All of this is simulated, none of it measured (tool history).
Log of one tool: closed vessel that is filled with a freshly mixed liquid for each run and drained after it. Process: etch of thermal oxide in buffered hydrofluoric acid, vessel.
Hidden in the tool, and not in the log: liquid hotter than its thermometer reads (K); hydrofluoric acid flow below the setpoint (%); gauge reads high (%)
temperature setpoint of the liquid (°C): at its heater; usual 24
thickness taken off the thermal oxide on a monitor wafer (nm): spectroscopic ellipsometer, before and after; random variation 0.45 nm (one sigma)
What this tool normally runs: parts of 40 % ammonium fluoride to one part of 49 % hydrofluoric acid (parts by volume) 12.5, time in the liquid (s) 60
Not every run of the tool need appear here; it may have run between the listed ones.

run,day,temperature setpoint of the liquid (°C),parts of 40 % ammonium fluoride to one part of 49 % hydrofluoric acid (parts by volume),time in the liquid (s),wafers since the last listed run,hours since the thermometer was replaced,hours since the hydrofluoric acid flow meter was replaced,hours since the gauge calibration,"read-back film thickness of the thermal oxide reference wafer, read on the same gauge (nm)",thickness taken off the thermal oxide on a monitor wafer (nm)
1,0,25.5,12.5,60,0,1740.4,1193.8,789.3,30,60.6
2,4.058,25.5,12.5,60,14442,1837.8,1291.2,886.7,30.02,60.95
3,6.796,24,12.5,60,9742,1903.5,1356.9,952.4,30.01,56.7
4,8.438,25,12.5,80,5842,1942.9,1396.3,991.8,30,78.43
5,12.908,24,12.5,60,15910,2050.2,1503.6,1099.1,29.98,56.93
6,14.467,24,12.5,60,5545,2087.6,1541,1136.5,29.97,56.81
7,17.992,24,12.5,60,12544,2172.2,1625.6,1221.1,30.02,55.96
8,20.254,24,12.5,60,8051,2226.5,1679.9,1275.4,30.01,56.09
9,23.533,24,12.5,85,11669,2305.2,1758.6,1354.1,29.98,79.01
# day 24.033: thermometer replaced
10,25.55,24,12.5,85,7028,36.4,1807,1402.5,30.01,70.81
11,27.238,24,12.5,60,6005,76.9,1847.5,1443,30,49.48
12,30.379,24,12.5,60,11180,152.3,1922.9,1518.4,30,48.97
# day 33.442: gauge calibrated
13,34.371,24,12.5,60,14205,248.1,2018.7,22.3,30.02,49.18
14,36.358,24,12.5,30,7073,295.8,2066.4,70,29.98,24.48
15,40.425,28,14.5,80,14472,393.4,2164,167.6,30.02,70.59
16,44.112,24,14.5,60,13122,481.9,2252.5,256.1,29.98,42.41
17,47.288,24,12.5,60,11299,558.1,2328.7,332.3,30.02,48.86
18,50.454,21.5,8.5,85,11269,634.1,2404.7,408.3,29.99,88.43
19,52.808,26,15,35,8377,690.6,2461.2,464.8,30.02,26.97
# day 55.208: hydrofluoric acid flow meter replaced
20,55.371,28.5,12.5,60,8971,752.1,3.9,526.3,30.01,71.73
21,57.808,19,16.5,60,8674,810.6,62.4,584.8,29.96,32.85
22,59.775,28,9,45,6998,857.8,109.6,632,30,69.81
23,62.204,24,10.5,60,8644,916.1,167.9,690.3,30.01,67.49
24,65.017,24,12.5,60,10009,983.6,235.4,757.8,30.01,56.46
25,68.462,24,12.5,60,12262,1066.3,318.1,840.5,30,56.74
26,72.875,24,10.5,60,15703,1172.2,424,946.4,30,67.03
27,75.021,24,17.5,60,7636,1223.7,475.5,997.9,29.99,40.02

Describe how what the log doesn't record of the tool's condition differs between the last listed run preceding each entry between runs and the first listed run following it.
After run 9, before run 10: thermometer replaced (day 24.033)
  liquid hotter than its thermometer reads (K): 2.52 -> 0.245; hydrofluoric acid flow below the setpoint (%): 10 -> 10.3
  measured value less the no-hidden-state value, thickness taken off the thermal oxide on a monitor wafer (nm): +2.58 -> -6.86
After run 12, before run 13: gauge calibrated (day 33.442)
  liquid hotter than its thermometer reads (K): 0.353 -> 0.443; hydrofluoric acid flow below the setpoint (%): 10.9 -> 11.4
  measured value less the no-hidden-state value, thickness taken off the thermal oxide on a monitor wafer (nm): -4.83 -> -4.89
After run 19, before run 20: hydrofluoric acid flow meter replaced (day 55.208)
  liquid hotter than its thermometer reads (K): 0.855 -> 0.913; hydrofluoric acid flow below the setpoint (%): 13.8 -> 0.998
  measured value less the no-hidden-state value, thickness taken off the thermal oxide on a monitor wafer (nm): -2.84 -> +2.7
